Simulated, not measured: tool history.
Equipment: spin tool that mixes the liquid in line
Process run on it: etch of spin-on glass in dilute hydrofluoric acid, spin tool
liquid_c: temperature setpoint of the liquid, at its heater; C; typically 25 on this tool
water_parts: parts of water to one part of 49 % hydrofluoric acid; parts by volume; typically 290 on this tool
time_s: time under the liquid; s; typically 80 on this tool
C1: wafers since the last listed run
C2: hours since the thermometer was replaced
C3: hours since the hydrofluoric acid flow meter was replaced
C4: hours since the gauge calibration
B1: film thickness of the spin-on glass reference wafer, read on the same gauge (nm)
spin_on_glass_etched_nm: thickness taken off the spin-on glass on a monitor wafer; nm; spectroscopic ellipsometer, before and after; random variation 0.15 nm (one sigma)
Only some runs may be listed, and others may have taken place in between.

{"run": 1, "hour": 0.0, "liquid_c": 25, "water_parts": 290, "time_s": 120, "C1": 0, "C2": 1730.7, "C3": 67.1, "C4": 152, "B1": 140, "spin_on_glass_etched_nm": 22.84}
{"run": 2, "hour": 93.8, "liquid_c": 25, "water_parts": 290, "time_s": 120, "C1": 1323, "C2": 1824.5, "C3": 160.9, "C4": 245.8, "B1": 139.98, "spin_on_glass_etched_nm": 24.04}
{"run": 3, "hour": 151.9, "liquid_c": 25, "water_parts": 290, "time_s": 50, "C1": 819, "C2": 1882.6, "C3": 219, "C4": 303.9, "B1": 139.97, "spin_on_glass_etched_nm": 9.7}
{"run": 4, "hour": 254.2, "liquid_c": 25, "water_parts": 290, "time_s": 50, "C1": 1443, "C2": 1984.9, "C3": 321.3, "C4": 406.2, "B1": 140.02, "spin_on_glass_etched_nm": 10.1}
{"run": 5, "hour": 358.9, "liquid_c": 25, "water_parts": 290, "time_s": 50, "C1": 1477, "C2": 2089.6, "C3": 426, "C4": 510.9, "B1": 140, "spin_on_glass_etched_nm": 10.35}
{"run": 6, "hour": 428.3, "liquid_c": 25, "water_parts": 255, "time_s": 80, "C1": 979, "C2": 2159, "C3": 495.4, "C4": 580.3, "B1": 139.97, "spin_on_glass_etched_nm": 19.2}
{"run": 7, "hour": 503.8, "liquid_c": 25, "water_parts": 290, "time_s": 80, "C1": 1065, "C2": 2234.5, "C3": 570.9, "C4": 655.8, "B1": 140, "spin_on_glass_etched_nm": 16.51}
{"run": 8, "hour": 561.1, "liquid_c": 25, "water_parts": 290, "time_s": 80, "C1": 808, "C2": 2291.8, "C3": 628.2, "C4": 713.1, "B1": 139.99, "spin_on_glass_etched_nm": 16.85}
{"hour": 598.0, "done": "hydrofluoric acid flow meter replaced"}
{"run": 9, "hour": 733.0, "liquid_c": 25, "water_parts": 290, "time_s": 80, "C1": 2411, "C2": 2463.7, "C3": 135, "C4": 885, "B1": 139.97, "spin_on_glass_etched_nm": 15.96}
{"hour": 772.6, "done": "thermometer replaced"}
{"run": 10, "hour": 835.7, "liquid_c": 25, "water_parts": 290, "time_s": 80, "C1": 1435, "C2": 63.1, "C3": 237.7, "C4": 987.7, "B1": 140.03, "spin_on_glass_etched_nm": 15.33}
{"run": 11, "hour": 872.4, "liquid_c": 25, "water_parts": 290, "time_s": 80, "C1": 517, "C2": 99.8, "C3": 274.4, "C4": 1024.4, "B1": 140.02, "spin_on_glass_etched_nm": 15.16}
{"run": 12, "hour": 966.1, "liquid_c": 25, "water_parts": 290, "time_s": 80, "C1": 1322, "C2": 193.5, "C3": 368.1, "C4": 1118.1, "B1": 140.03, "spin_on_glass_etched_nm": 15.76}
{"run": 13, "hour": 1008.4, "liquid_c": 23, "water_parts": 290, "time_s": 80, "C1": 596, "C2": 235.8, "C3": 410.4, "C4": 1160.4, "B1": 139.99, "spin_on_glass_etched_nm": 14.61}
{"hour": 1214.5, "done": "hydrofluoric acid flow meter replaced"}
{"run": 14, "hour": 1243.5, "liquid_c": 23, "water_parts": 290, "time_s": 80, "C1": 3303, "C2": 470.9, "C3": 29, "C4": 1395.5, "B1": 139.99, "spin_on_glass_etched_nm": 14.17}
{"run": 15, "hour": 1339.3, "liquid_c": 25, "water_parts": 290, "time_s": 80, "C1": 1351, "C2": 566.7, "C3": 124.8, "C4": 1491.3, "B1": 140.03, "spin_on_glass_etched_nm": 15.57}
{"run": 16, "hour": 1410.1, "liquid_c": 22.5, "water_parts": 375, "time_s": 60, "C1": 999, "C2": 637.5, "C3": 195.6, "C4": 1562.1, "B1": 140.05, "spin_on_glass_etched_nm": 7.56}
{"run": 17, "hour": 1465.1, "liquid_c": 29.5, "water_parts": 420, "time_s": 120, "C1": 776, "C2": 692.5, "C3": 250.6, "C4": 1617.1, "B1": 140.02, "spin_on_glass_etched_nm": 16.36}
{"run": 18, "hour": 1547.2, "liquid_c": 28.5, "water_parts": 290, "time_s": 125, "C1": 1158, "C2": 774.6, "C3": 332.7, "C4": 1699.2, "B1": 139.98, "spin_on_glass_etched_nm": 27.29}
{"run": 19, "hour": 1583.9, "liquid_c": 21, "water_parts": 365, "time_s": 95, "C1": 517, "C2": 811.3, "C3": 369.4, "C4": 1735.9, "B1": 140.02, "spin_on_glass_etched_nm": 12.15}
{"run": 20, "hour": 1688.0, "liquid_c": 29, "water_parts": 205, "time_s": 80, "C1": 1469, "C2": 915.4, "C3": 473.5, "C4": 1840, "B1": 140, "spin_on_glass_etched_nm": 28.2}
{"run": 21, "hour": 1731.8, "liquid_c": 27.5, "water_parts": 430, "time_s": 60, "C1": 618, "C2": 959.2, "C3": 517.3, "C4": 1883.8, "B1": 140.01, "spin_on_glass_etched_nm": 7.61}
{"hour": 1763.2, "done": "gauge calibrated"}
{"run": 22, "hour": 1781.8, "liquid_c": 25, "water_parts": 290, "time_s": 40, "C1": 705, "C2": 1009.2, "C3": 567.3, "C4": 18.6, "B1": 139.96, "spin_on_glass_etched_nm": 8.07}
{"hour": 1823.7, "done": "hydrofluoric acid flow meter replaced"}
{"run": 23, "hour": 1863.1, "liquid_c": 21, "water_parts": 220, "time_s": 45, "C1": 1133, "C2": 1090.5, "C3": 39.4, "C4": 99.9, "B1": 140.04, "spin_on_glass_etched_nm": 10.55}
{"run": 24, "hour": 1965.8, "liquid_c": 25, "water_parts": 360, "time_s": 80, "C1": 1449, "C2": 1193.2, "C3": 142.1, "C4": 202.6, "B1": 139.98, "spin_on_glass_etched_nm": 11.76}
{"run": 25, "hour": 2040.7, "liquid_c": 22, "water_parts": 210, "time_s": 60, "C1": 1056, "C2": 1268.1, "C3": 217, "C4": 277.5, "B1": 140.01, "spin_on_glass_etched_nm": 15.4}
{"run": 26, "hour": 2113.1, "liquid_c": 22, "water_parts": 420, "time_s": 105, "C1": 1021, "C2": 1340.5, "C3": 289.4, "C4": 349.9, "B1": 140, "spin_on_glass_etched_nm": 11.61}
{"run": 27, "hour": 2202.2, "liquid_c": 25, "water_parts": 205, "time_s": 80, "C1": 1257, "C2": 1429.6, "C3": 378.5, "C4": 439, "B1": 140.02, "spin_on_glass_etched_nm": 24.93}
{"run": 28, "hour": 2267.0, "liquid_c": 28.5, "water_parts": 175, "time_s": 55, "C1": 914, "C2": 1494.4, "C3": 443.3, "C4": 503.8, "B1": 140.01, "spin_on_glass_etched_nm": 23.33}
{"run": 29, "hour": 2368.3, "liquid_c": 25, "water_parts": 290, "time_s": 80, "C1": 1429, "C2": 1595.7, "C3": 544.6, "C4": 605.1, "B1": 140.01, "spin_on_glass_etched_nm": 16.4}
{"run": 30, "hour": 2430.8, "liquid_c": 27.5, "water_parts": 230, "time_s": 110, "C1": 881, "C2": 1658.2, "C3": 607.1, "C4": 667.6, "B1": 139.96, "spin_on_glass_etched_nm": 32.14}
{"run": 31, "hour": 2473.3, "liquid_c": 25, "water_parts": 290, "time_s": 80, "C1": 599, "C2": 1700.7, "C3": 649.6, "C4": 710.1, "B1": 139.99, "spin_on_glass_etched_nm": 16.68}
{"hour": 2499.2, "done": "hydrofluoric acid flow meter replaced"}
{"run": 32, "hour": 2574.7, "liquid_c": 25, "water_parts": 290, "time_s": 80, "C1": 1416, "C2": 1802.1, "C3": 75.5, "C4": 811.5, "B1": 140, "spin_on_glass_etched_nm": 15.73}
{"run": 33, "hour": 2680.6, "liquid_c": 25, "water_parts": 290, "time_s": 80, "C1": 1494, "C2": 1908, "C3": 181.4, "C4": 917.4, "B1": 140.01, "spin_on_glass_etched_nm": 15.93}
{"run": 34, "hour": 2763.8, "liquid_c": 26.5, "water_parts": 380, "time_s": 80, "C1": 1174, "C2": 1991.2, "C3": 264.6, "C4": 1000.6, "B1": 140, "spin_on_glass_etched_nm": 11.7}

For each entry between runs, how does the tool's hidden state at the last listed run before it compare with that at the first listed run after it?
In the gap between runs 8 and 9: hydrofluoric acid flow meter replaced (hour 598)
  liquid hotter than its thermometer reads (K): 1.54 -> 1.65; hydrofluoric acid flow above the setpoint (%): 5.35 -> 1.47
  the result without the hidden state subtracted from the measured one, spin_on_glass_etched_nm: +1.91 -> +1.16 nm
In the gap between runs 9 and 10: thermometer replaced (hour 772.6)
  liquid hotter than its thermometer reads (K): 1.65 -> 0.309; hydrofluoric acid flow above the setpoint (%): 1.47 -> 2.26
  the result without the hidden state subtracted from the measured one, spin_on_glass_etched_nm: +1.16 -> +0.6 nm
In the gap between runs 13 and 14: hydrofluoric acid flow meter replaced (hour 1214.5)
  liquid hotter than its thermometer reads (K): 0.417 -> 0.565; hydrofluoric acid flow above the setpoint (%): 3.59 -> 0.458
  the result without the hidden state subtracted from the measured one, spin_on_glass_etched_nm: +0.85 -> +0.36 nm
In the gap between runs 21 and 22: gauge calibrated (hour 1763.2)
  liquid hotter than its thermometer reads (K): 0.871 -> 0.903; hydrofluoric acid flow above the setpoint (%): 4.23 -> 4.61
  the result without the hidden state subtracted from the measured one, spin_on_glass_etched_nm: +0.62 -> +0.68 nm
In the gap between runs 22 and 23: hydrofluoric acid flow meter replaced (hour 1823.7)
  liquid hotter than its thermometer reads (K): 0.903 -> 0.954; hydrofluoric acid flow above the setpoint (%): 4.61 -> 0.526
  the result without the hidden state subtracted from the measured one, spin_on_glass_etched_nm: +0.68 -> +0.43 nm
In the gap between runs 31 and 32: hydrofluoric acid flow meter replaced (hour 2499.2)
  liquid hotter than its thermometer reads (K): 1.34 -> 1.4; hydrofluoric acid flow above the setpoint (%): 5.24 -> 0.643
  the result without the hidden state subtracted from the measured one, spin_on_glass_etched_nm: +1.76 -> +0.86 nm
